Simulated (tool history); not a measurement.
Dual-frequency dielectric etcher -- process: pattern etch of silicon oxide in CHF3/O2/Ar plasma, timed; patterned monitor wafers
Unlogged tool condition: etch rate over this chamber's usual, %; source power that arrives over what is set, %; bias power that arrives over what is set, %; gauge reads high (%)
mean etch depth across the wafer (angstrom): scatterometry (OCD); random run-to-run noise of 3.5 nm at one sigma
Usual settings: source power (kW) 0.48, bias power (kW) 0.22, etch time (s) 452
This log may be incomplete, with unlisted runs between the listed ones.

run	hour	source power (kW)	bias power (kW)	etch time (s)	wafers since the last listed run	hours since the last wet clean	hours since the last source power generator calibration	hours since the last bias power generator calibration	hours since the last upper electrode change	hours since the gauge calibration	read-back reference wafer on the same gauge, depth_nm	mean etch depth across the wafer (angstrom)
1	0	0.54	0.22	452	0	14.7	4474.3	2237.3	716.7	1306.7	927.8	8929
2	58.3	0.54	0.22	452	302	73	4532.6	2295.6	775	1365	926.4	8902
3	120.7	0.54	0.22	452	323	135.4	4595	2358	837.4	1427.4	925.1	8920
4	155.3	0.48	0.22	452	179	170	4629.6	2392.6	872	1462	925.9	8543
# hour 201.6: bias power generator calibrated
5	221.7	0.48	0.22	452	323	236.4	4696	20.1	938.4	1528.4	925	8712
6	261.8	0.48	0.22	452	207	276.5	4736.1	60.2	978.5	1568.5	925.5	8628
7	298.9	0.4	0.22	530	192	313.6	4773.2	97.3	1015.6	1605.6	925.2	9490
# hour 305.6: gauge calibrated
8	339	0.4	0.22	530	207	353.7	4813.3	137.4	1055.7	33.4	925.8	9431
# hour 350: source power generator calibrated
9	386.5	0.36	0.195	316.5	225	401.2	36.5	184.9	1103.2	80.9	928.2	5150
# hour 445.9: wet clean of the chamber
10	446.4	0.36	0.195	316.5	186	0.5	96.4	244.8	1163.1	140.8	926.3	5181
11	464.1	0.48	0.22	354.5	91	18.2	114.1	262.5	1180.8	158.5	926.2	6756
12	527.8	0.4	0.177	323	330	81.9	177.8	326.2	1244.5	222.2	926.7	5330
13	568	0.48	0.197	452	208	122.1	218	366.4	1284.7	262.4	926.6	8277
14	629.8	0.48	0.22	576	320	183.9	279.8	428.2	1346.5	324.2	925.4	10959
15	783.3	0.42	0.22	452	795	337.4	433.3	581.7	1500	477.7	924.8	8218
16	826.4	0.38	0.24	385	223	380.5	476.4	624.8	1543.1	520.8	927.5	6930
# hour 863.9: wet clean of the chamber
17	877	0.48	0.172	452	137	13.1	527	675.4	1593.7	571.4	927	7873
18	982.7	0.4	0.2	569.5	547	118.8	632.7	781.1	1699.4	677.1	926.1	9689
19	1026.6	0.48	0.202	546	227	162.7	676.6	825	1743.3	721	925.3	10074
20	1097.3	0.48	0.22	452	366	233.4	747.3	895.7	1814	791.7	927.1	8594
21	1129.8	0.37	0.185	396.5	168	265.9	779.8	928.2	1846.5	824.2	925.1	6366
# hour 1210.4: upper electrode replaced
22	1210.9	0.48	0.22	452	295	347	860.9	1009.3	0.5	905.3	925.5	8582
# hour 1256.3: wet clean of the chamber
23	1256.8	0.48	0.22	452	113	0.5	906.8	1055.2	46.4	951.2	925.8	8554
24	1266.4	0.39	0.22	452	49	10.1	916.4	1064.8	56	960.8	925.8	7878
25	1476.7	0.48	0.22	452	1089	220.4	1126.7	1275.1	266.3	1171.1	925.1	8601
26	1543.9	0.38	0.167	452	348	287.6	1193.9	1342.3	333.5	1238.3	925.6	7069
27	1572.6	0.48	0.22	452	148	316.3	1222.6	1371	362.2	1267	926.9	8548
28	1644.4	0.48	0.22	452	372	388.1	1294.4	1442.8	434	1338.8	926.1	8551
29	1710.4	0.53	0.263	553.5	342	454.1	1360.4	1508.8	500	1404.8	927.6	11675
# hour 1755.2: wet clean of the chamber
30	1782	0.48	0.22	452	246	26.8	1432	1580.4	571.6	1476.4	923.9	8535

What the log doesn't show, run by run:
etch rate over this chamber's usual, %: 0 in every run
source power that arrives over what is set, %: 0 in every run
gauge reads high (%): 0 in every run
H1: bias power that arrives over what is set, %
run	H1
1	-5.11
2	-5.12
3	-5.14
4	-5.15
5	0.162
6	-0.116
7	-0.36
8	-0.609
9	-0.887
10	-1.21
11	-1.3
12	-1.61
13	-1.8
14	-2.06
15	-2.61
16	-2.75
17	-2.9
18	-3.18
19	-3.29
20	-3.44
21	-3.51
22	-3.66
23	-3.74
24	-3.76
25	-4.06
26	-4.14
27	-4.17
28	-4.25
29	-4.31
30	-4.37
